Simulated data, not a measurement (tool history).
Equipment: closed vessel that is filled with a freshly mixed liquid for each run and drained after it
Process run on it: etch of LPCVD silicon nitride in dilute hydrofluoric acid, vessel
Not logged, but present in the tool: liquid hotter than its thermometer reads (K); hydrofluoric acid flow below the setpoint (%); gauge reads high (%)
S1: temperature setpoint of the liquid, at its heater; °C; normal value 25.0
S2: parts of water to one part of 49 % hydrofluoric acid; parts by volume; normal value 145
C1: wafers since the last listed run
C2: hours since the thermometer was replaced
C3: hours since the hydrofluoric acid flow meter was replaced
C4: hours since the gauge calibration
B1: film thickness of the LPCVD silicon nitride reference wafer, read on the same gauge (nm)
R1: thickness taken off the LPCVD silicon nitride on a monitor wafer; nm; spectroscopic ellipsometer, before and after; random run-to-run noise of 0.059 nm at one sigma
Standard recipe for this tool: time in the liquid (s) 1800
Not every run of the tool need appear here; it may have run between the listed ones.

Run 1, hour 0.0: usual settings; C1 0; C2 1120.7; C3 1759.5; C4 27.3; B1 130.03. Result: R1 6.05 nm.
Run 2, hour 23.1: usual settings; C1 964; C2 1143.8; C3 1782.6; C4 50.4; B1 130.00. Result: R1 5.98 nm.
Run 3, hour 36.5: usual settings; C1 559; C2 1157.2; C3 1796.0; C4 63.8; B1 130.05. Result: R1 5.95 nm.
Run 4, hour 45.7: usual settings; C1 384; C2 1166.4; C3 1805.2; C4 73.0; B1 130.00. Result: R1 5.98 nm.
Run 5, hour 53.2: usual settings; C1 313; C2 1173.9; C3 1812.7; C4 80.5; B1 130.02. Result: R1 6.01 nm.
Run 6, hour 67.9: usual settings; C1 614; C2 1188.6; C3 1827.4; C4 95.2; B1 130.03. Result: R1 6.03 nm.
Run 7, hour 81.6: usual settings; C1 572; C2 1202.3; C3 1841.1; C4 108.9; B1 129.95. Result: R1 6.10 nm.
Run 8, hour 98.4: usual settings but time in the liquid (s) 1205; C1 701; C2 1219.1; C3 1857.9; C4 125.7; B1 130.02. Result: R1 4.02 nm.
Run 9, hour 111.8: usual settings but S2 170 parts by volume; C1 559; C2 1232.5; C3 1871.3; C4 139.1; B1 130.06. Result: R1 5.07 nm.
Run 10, hour 119.2: usual settings but S2 170 parts by volume; C1 309; C2 1239.9; C3 1878.7; C4 146.5; B1 129.98. Result: R1 5.25 nm.
At hour 123.9: thermometer replaced.
Run 11, hour 149.7: usual settings; C1 1232; C2 25.8; C3 1909.2; C4 177.0; B1 130.03. Result: R1 6.01 nm.
Run 12, hour 162.4: usual settings but time in the liquid (s) 2480; C1 530; C2 38.5; C3 1921.9; C4 189.7; B1 130.00. Result: R1 8.10 nm.
At hour 178.4: hydrofluoric acid flow meter replaced.
Run 13, hour 178.9: usual settings but S2 80 parts by volume, time in the liquid (s) 2450; C1 647; C2 55.0; C3 0.5; C4 206.2; B1 129.94. Result: R1 14.78 nm.
Run 14, hour 193.8: usual settings but S1 26.5 °C, S2 125 parts by volume; C1 622; C2 69.9; C3 15.4; C4 221.1; B1 130.03. Result: R1 7.72 nm.
Run 15, hour 206.6: usual settings but S1 28.5 °C, S2 95 parts by volume; C1 534; C2 82.7; C3 28.2; C4 233.9; B1 129.98. Result: R1 11.40 nm.
Run 16, hour 219.9: usual settings; C1 555; C2 96.0; C3 41.5; C4 247.2; B1 130.00. Result: R1 6.00 nm.
At hour 227.0: gauge calibrated.
Run 17, hour 230.3: usual settings; C1 434; C2 106.4; C3 51.9; C4 3.3; B1 130.01. Result: R1 5.99 nm.
Run 18, hour 244.9: usual settings; C1 609; C2 121.0; C3 66.5; C4 17.9; B1 129.99. Result: R1 6.03 nm.
Run 19, hour 252.3: usual settings but S1 26.5 °C, S2 185 parts by volume, time in the liquid (s) 2810; C1 309; C2 128.4; C3 73.9; C4 25.3; B1 129.96. Result: R1 8.01 nm.
Run 20, hour 259.4: usual settings but S1 29.5 °C; C1 296; C2 135.5; C3 81.0; C4 32.4; B1 129.97. Result: R1 7.91 nm.
Run 21, hour 266.3: usual settings but S2 95 parts by volume, time in the liquid (s) 2705; C1 288; C2 142.4; C3 87.9; C4 39.3; B1 129.99. Result: R1 13.73 nm.
Run 22, hour 277.7: usual settings; C1 476; C2 153.8; C3 99.3; C4 50.7; B1 129.95. Result: R1 6.00 nm.
Run 23, hour 305.3: usual settings but time in the liquid (s) 1500; C1 1152; C2 181.4; C3 126.9; C4 78.3; B1 130.03. Result: R1 5.00 nm.

Below are 5 alternative next runs, each starting from the tool's condition after run 23. Predict each:
Run A, hour 306.4: usual settings; C1 45; C2 182.5; C3 128.0; C4 79.4; B1 ?. Result: R1 ?.
Run B, hour 306.4: usual settings but time in the liquid (s) 1315; C1 45; C2 182.5; C3 128.0; C4 79.4; B1 ?. Result: R1 ?.
Run C, hour 306.4: usual settings but time in the liquid (s) 2690; C1 45; C2 182.5; C3 128.0; C4 79.4; B1 ?. Result: R1 ?.
Run D, hour 306.4: usual settings but S1 28.0 °C, time in the liquid (s) 1150; C1 45; C2 182.5; C3 128.0; C4 79.4; B1 ?. Result: R1 ?.
Run E, hour 306.4: usual settings but S2 205 parts by volume; C1 45; C2 182.5; C3 128.0; C4 79.4; B1 ?. Result: R1 ?.

run      B1    R1
  A  130.01  6.10
  B  130.01  4.46
  C  130.01  9.12
  D  130.01  4.71
  E  130.01  4.32
Without the tool's hidden state the same runs would have given:
run    R1
  A  6.10
  B  4.46
  C  9.12
  D  4.71
  E  4.32
